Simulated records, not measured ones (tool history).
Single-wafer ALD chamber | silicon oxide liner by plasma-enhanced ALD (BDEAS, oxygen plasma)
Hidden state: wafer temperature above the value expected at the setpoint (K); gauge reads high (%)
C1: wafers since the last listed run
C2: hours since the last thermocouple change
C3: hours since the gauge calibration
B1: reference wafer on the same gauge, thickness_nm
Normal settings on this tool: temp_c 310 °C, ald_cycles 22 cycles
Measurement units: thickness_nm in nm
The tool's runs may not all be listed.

run 1 hour=0 | temp_c=310 ald_cycles=22 | C1=0 C2=846.4 C3=976.3 | B1=2.01 | thickness_nm=2.131
run 2 hour=61.7 | temp_c=310 ald_cycles=20 | C1=937 C2=908.1 C3=1038 | B1=2.01 | thickness_nm=1.955
run 3 hour=119.8 | temp_c=303 ald_cycles=20 | C1=882 C2=966.2 C3=1096.1 | B1=2.008 | thickness_nm=1.97
run 4 hour=222 | temp_c=303 ald_cycles=20 | C1=1552 C2=1068.4 C3=1198.3 | B1=2.01 | thickness_nm=1.968
run 5 hour=269.1 | temp_c=303 ald_cycles=20 | C1=715 C2=1115.5 C3=1245.4 | B1=2.01 | thickness_nm=1.958
run 6 hour=369.8 | temp_c=310 ald_cycles=24 | C1=1529 C2=1216.2 C3=1346.1 | B1=2.009 | thickness_nm=2.328
-- hour=389.3 thermocouple changed; heater temperature recalibrated
run 7 hour=427.2 | temp_c=310 ald_cycles=24 | C1=750 C2=37.9 C3=1403.5 | B1=2.01 | thickness_nm=2.342
run 8 hour=516.2 | temp_c=300 ald_cycles=22 | C1=1351 C2=126.9 C3=1492.5 | B1=2.009 | thickness_nm=2.186
run 9 hour=622.1 | temp_c=300 ald_cycles=22 | C1=1608 C2=232.8 C3=1598.4 | B1=2.009 | thickness_nm=2.185
run 10 hour=725 | temp_c=310 ald_cycles=22 | C1=1562 C2=335.7 C3=1701.3 | B1=2.009 | thickness_nm=2.14
run 11 hour=824 | temp_c=310 ald_cycles=22 | C1=1503 C2=434.7 C3=1800.3 | B1=2.011 | thickness_nm=2.138
-- hour=841.9 gauge calibrated
run 12 hour=864.7 | temp_c=310 ald_cycles=22 | C1=618 C2=475.4 C3=22.8 | B1=2.011 | thickness_nm=2.142
run 13 hour=957.4 | temp_c=310 ald_cycles=21 | C1=1408 C2=568.1 C3=115.5 | B1=2.01 | thickness_nm=2.041
run 14 hour=1032.6 | temp_c=303 ald_cycles=22 | C1=1142 C2=643.3 C3=190.7 | B1=2.011 | thickness_nm=2.162
run 15 hour=1133.9 | temp_c=303 ald_cycles=22 | C1=1538 C2=744.6 C3=292 | B1=2.009 | thickness_nm=2.164
run 16 hour=1202.8 | temp_c=310 ald_cycles=23 | C1=1046 C2=813.5 C3=360.9 | B1=2.009 | thickness_nm=2.228
run 17 hour=1284.8 | temp_c=323 ald_cycles=26 | C1=1245 C2=895.5 C3=442.9 | B1=2.011 | thickness_nm=2.472
run 18 hour=1327.1 | temp_c=310 ald_cycles=22 | C1=642 C2=937.8 C3=485.2 | B1=2.011 | thickness_nm=2.135
run 19 hour=1367.5 | temp_c=322 ald_cycles=26 | C1=613 C2=978.2 C3=525.6 | B1=2.01 | thickness_nm=2.486
-- hour=1390.7 thermocouple changed; heater temperature recalibrated
run 20 hour=1415.7 | temp_c=303 ald_cycles=20 | C1=610 C2=25 C3=573.8 | B1=2.012 | thickness_nm=1.983
run 21 hour=1495.2 | temp_c=322 ald_cycles=19 | C1=1207 C2=104.5 C3=653.3 | B1=2.01 | thickness_nm=1.83
run 22 hour=1571 | temp_c=310 ald_cycles=22 | C1=1151 C2=180.3 C3=729.1 | B1=2.009 | thickness_nm=2.145
run 23 hour=1640.4 | temp_c=295 ald_cycles=20 | C1=1054 C2=249.7 C3=798.5 | B1=2.007 | thickness_nm=2.002
run 24 hour=1729.3 | temp_c=317 ald_cycles=22 | C1=1350 C2=338.6 C3=887.4 | B1=2.009 | thickness_nm=2.121
run 25 hour=1812.8 | temp_c=310 ald_cycles=22 | C1=1268 C2=422.1 C3=970.9 | B1=2.01 | thickness_nm=2.136
run 26 hour=1853.4 | temp_c=296 ald_cycles=23 | C1=616 C2=462.7 C3=1011.5 | B1=2.009 | thickness_nm=2.293
run 27 hour=1922.9 | temp_c=322 ald_cycles=24 | C1=1055 C2=532.2 C3=1081 | B1=2.011 | thickness_nm=2.295
run 28 hour=1983.5 | temp_c=301 ald_cycles=20 | C1=920 C2=592.8 C3=1141.6 | B1=2.01 | thickness_nm=1.98
run 29 hour=2046 | temp_c=319 ald_cycles=22 | C1=949 C2=655.3 C3=1204.1 | B1=2.012 | thickness_nm=2.102
run 30 hour=2096.7 | temp_c=318 ald_cycles=18 | C1=770 C2=706 C3=1254.8 | B1=2.01 | thickness_nm=1.728
run 31 hour=2159.7 | temp_c=318 ald_cycles=20 | C1=956 C2=769 C3=1317.8 | B1=2.01 | thickness_nm=1.909
run 32 hour=2259.6 | temp_c=295 ald_cycles=25 | C1=1517 C2=868.9 C3=1417.7 | B1=2.009 | thickness_nm=2.491
run 33 hour=2304 | temp_c=310 ald_cycles=18 | C1=674 C2=913.3 C3=1462.1 | B1=2.011 | thickness_nm=1.743

Hidden state, per run?
gauge reads high (%): 0 at every run
H1: wafer temperature above the value expected at the setpoint (K)
run=1 H1=5.51
run=2 H1=5.61
run=3 H1=5.7
run=4 H1=5.82
run=5 H1=5.87
run=6 H1=5.95
run=7 H1=0.267
run=8 H1=1.44
run=9 H1=2.52
run=10 H1=3.33
run=11 H1=3.93
run=12 H1=4.13
run=13 H1=4.53
run=14 H1=4.79
run=15 H1=5.06
run=16 H1=5.21
run=17 H1=5.36
run=18 H1=5.43
run=19 H1=5.48
run=20 H1=0.911
run=21 H1=2
run=22 H1=2.86
run=23 H1=3.51
run=24 H1=4.19
run=25 H1=4.7
run=26 H1=4.91
run=27 H1=5.22
run=28 H1=5.46
run=29 H1=5.66
run=30 H1=5.8
run=31 H1=5.96
run=32 H1=6.16
run=33 H1=6.23
